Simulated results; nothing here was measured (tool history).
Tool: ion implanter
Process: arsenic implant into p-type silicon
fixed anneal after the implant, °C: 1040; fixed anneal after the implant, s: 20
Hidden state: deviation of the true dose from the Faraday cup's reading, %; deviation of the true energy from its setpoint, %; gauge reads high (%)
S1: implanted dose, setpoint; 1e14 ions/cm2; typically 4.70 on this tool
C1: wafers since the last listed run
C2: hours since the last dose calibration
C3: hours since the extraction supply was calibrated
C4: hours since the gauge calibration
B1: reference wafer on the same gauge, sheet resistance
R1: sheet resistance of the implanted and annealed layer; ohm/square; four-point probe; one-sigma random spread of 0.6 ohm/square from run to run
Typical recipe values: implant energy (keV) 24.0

run 1 hour=0.0 | S1=4.70 implant_energy_(keV)=21.5 | C1=0 C2=538.4 C3=1685.5 C4=1456.5 | B1=189.99 | R1=193.15
run 2 hour=105.4 | S1=4.70 implant_energy_(keV)=21.5 | C1=1671 C2=643.8 C3=1790.9 C4=1561.9 | B1=190.09 | R1=191.66
-- hour=188.8 Faraday cup replaced and dose calibrated
run 3 hour=211.8 | S1=4.70 implant_energy_(keV)=24.0 | C1=1560 C2=23.0 C3=1897.3 C4=1668.3 | B1=190.11 | R1=195.84
run 4 hour=316.0 | S1=4.70 implant_energy_(keV)=24.0 | C1=1652 C2=127.2 C3=2001.5 C4=1772.5 | B1=190.10 | R1=194.54
run 5 hour=363.1 | S1=4.70 implant_energy_(keV)=24.0 | C1=746 C2=174.3 C3=2048.6 C4=1819.6 | B1=189.78 | R1=193.64
run 6 hour=403.4 | S1=4.26 implant_energy_(keV)=24.0 | C1=638 C2=214.6 C3=2088.9 C4=1859.9 | B1=190.11 | R1=209.01
run 7 hour=448.1 | S1=4.26 implant_energy_(keV)=24.0 | C1=708 C2=259.3 C3=2133.6 C4=1904.6 | B1=189.83 | R1=208.78
run 8 hour=528.7 | S1=5.36 implant_energy_(keV)=24.0 | C1=1277 C2=339.9 C3=2214.2 C4=1985.2 | B1=190.03 | R1=174.01
run 9 hour=630.8 | S1=5.36 implant_energy_(keV)=24.0 | C1=1618 C2=442.0 C3=2316.3 C4=2087.3 | B1=189.83 | R1=173.86
-- hour=663.1 gauge calibrated
run 10 hour=711.5 | S1=5.36 implant_energy_(keV)=24.0 | C1=1279 C2=522.7 C3=2397.0 C4=48.4 | B1=190.28 | R1=171.91
-- hour=788.8 Faraday cup replaced and dose calibrated
run 11 hour=789.3 | S1=4.70 implant_energy_(keV)=24.0 | C1=1106 C2=0.5 C3=2474.8 C4=126.2 | B1=189.99 | R1=198.68
-- hour=799.3 extraction supply calibrated
run 12 hour=823.8 | S1=4.70 implant_energy_(keV)=24.0 | C1=420 C2=35.0 C3=24.5 C4=160.7 | B1=190.00 | R1=198.69
run 13 hour=923.6 | S1=4.70 implant_energy_(keV)=24.0 | C1=1582 C2=134.8 C3=124.3 C4=260.5 | B1=190.04 | R1=195.14
run 14 hour=1007.6 | S1=4.70 implant_energy_(keV)=24.0 | C1=1331 C2=218.8 C3=208.3 C4=344.5 | B1=190.09 | R1=195.59
run 15 hour=1058.2 | S1=4.70 implant_energy_(keV)=24.0 | C1=802 C2=269.4 C3=258.9 C4=395.1 | B1=189.90 | R1=194.99
run 16 hour=1147.5 | S1=4.70 implant_energy_(keV)=24.0 | C1=1415 C2=358.7 C3=348.2 C4=484.4 | B1=189.87 | R1=193.83
run 17 hour=1199.9 | S1=3.47 implant_energy_(keV)=29.5 | C1=830 C2=411.1 C3=400.6 C4=536.8 | B1=189.93 | R1=237.63
run 18 hour=1282.7 | S1=4.26 implant_energy_(keV)=24.0 | C1=1312 C2=493.9 C3=483.4 C4=619.6 | B1=189.82 | R1=207.27
run 19 hour=1357.5 | S1=5.41 implant_energy_(keV)=29.0 | C1=1186 C2=568.7 C3=558.2 C4=694.4 | B1=190.12 | R1=168.39
run 20 hour=1415.5 | S1=5.06 implant_energy_(keV)=21.5 | C1=919 C2=626.7 C3=616.2 C4=752.4 | B1=190.14 | R1=183.13
-- hour=1468.9 Faraday cup replaced and dose calibrated
run 21 hour=1473.5 | S1=6.11 implant_energy_(keV)=20.0 | C1=792 C2=4.6 C3=674.2 C4=810.4 | B1=189.86 | R1=163.60
run 22 hour=1575.4 | S1=4.70 implant_energy_(keV)=29.5 | C1=1615 C2=106.5 C3=776.1 C4=912.3 | B1=189.83 | R1=189.53
run 23 hour=1618.4 | S1=5.19 implant_energy_(keV)=18.5 | C1=681 C2=149.5 C3=819.1 C4=955.3 | B1=190.07 | R1=184.99
run 24 hour=1716.1 | S1=5.75 implant_energy_(keV)=20.5 | C1=1549 C2=247.2 C3=916.8 C4=1053.0 | B1=190.33 | R1=169.99
run 25 hour=1777.6 | S1=5.64 implant_energy_(keV)=24.0 | C1=975 C2=308.7 C3=978.3 C4=1114.5 | B1=189.80 | R1=167.71
run 26 hour=1884.7 | S1=5.15 implant_energy_(keV)=17.0 | C1=1698 C2=415.8 C3=1085.4 C4=1221.6 | B1=189.88 | R1=186.71
run 27 hour=1926.9 | S1=4.70 implant_energy_(keV)=26.5 | C1=669 C2=458.0 C3=1127.6 C4=1263.8 | B1=189.82 | R1=187.56
run 28 hour=2002.0 | S1=4.70 implant_energy_(keV)=24.0 | C1=1190 C2=533.1 C3=1202.7 C4=1338.9 | B1=189.96 | R1=189.96
run 29 hour=2108.1 | S1=6.06 implant_energy_(keV)=19.5 | C1=1682 C2=639.2 C3=1308.8 C4=1445.0 | B1=190.05 | R1=160.03
-- hour=2128.4 Faraday cup replaced and dose calibrated
run 30 hour=2157.3 | S1=4.70 implant_energy_(keV)=24.0 | C1=653 C2=28.9 C3=1358.0 C4=1494.2 | B1=189.92 | R1=197.34
run 31 hour=2242.3 | S1=5.35 implant_energy_(keV)=26.5 | C1=1347 C2=113.9 C3=1443.0 C4=1579.2 | B1=189.97 | R1=173.99
run 32 hour=2306.7 | S1=3.40 implant_energy_(keV)=24.0 | C1=1021 C2=178.3 C3=1507.4 C4=1643.6 | B1=190.20 | R1=249.50
run 33 hour=2404.0 | S1=3.74 implant_energy_(keV)=29.5 | C1=1542 C2=275.6 C3=1604.7 C4=1740.9 | B1=189.99 | R1=223.92
-- hour=2455.3 gauge calibrated
run 34 hour=2510.5 | S1=4.70 implant_energy_(keV)=24.0 | C1=1688 C2=382.1 C3=1711.2 C4=55.2 | B1=190.13 | R1=191.56
run 35 hour=2546.9 | S1=4.70 implant_energy_(keV)=24.0 | C1=577 C2=418.5 C3=1747.6 C4=91.6 | B1=190.28 | R1=192.30
run 36 hour=2607.5 | S1=4.70 implant_energy_(keV)=24.0 | C1=960 C2=479.1 C3=1808.2 C4=152.2 | B1=190.02 | R1=191.42
run 37 hour=2647.0 | S1=4.70 implant_energy_(keV)=18.0 | C1=626 C2=518.6 C3=1847.7 C4=191.7 | B1=189.90 | R1=197.89
-- hour=2710.2 Faraday cup replaced and dose calibrated
run 38 hour=2710.7 | S1=4.70 implant_energy_(keV)=24.0 | C1=883 C2=0.5 C3=1911.4 C4=255.4 | B1=189.67 | R1=193.82

Here are 3 independent what-if runs from the current tool condition. What would each one return?
run A hour=2711.1 | S1=4.70 implant_energy_(keV)=24.0 | C1=6 C2=0.9 C3=1911.8 C4=255.8 | B1=? | R1=?
run B hour=2711.1 | S1=5.11 implant_energy_(keV)=24.0 | C1=6 C2=0.9 C3=1911.8 C4=255.8 | B1=? | R1=?
run C hour=2711.1 | S1=3.82 implant_energy_(keV)=19.5 | C1=6 C2=0.9 C3=1911.8 C4=255.8 | B1=? | R1=?

run=A B1=189.88 R1=194.39
run=B B1=189.88 R1=182.37
run=C B1=189.88 R1=233.59
The same runs, with their run-to-run variation unchanged, on a tool lacking any hidden condition would have given:
run=A R1=195.78
run=B R1=183.67
run=C R1=235.26
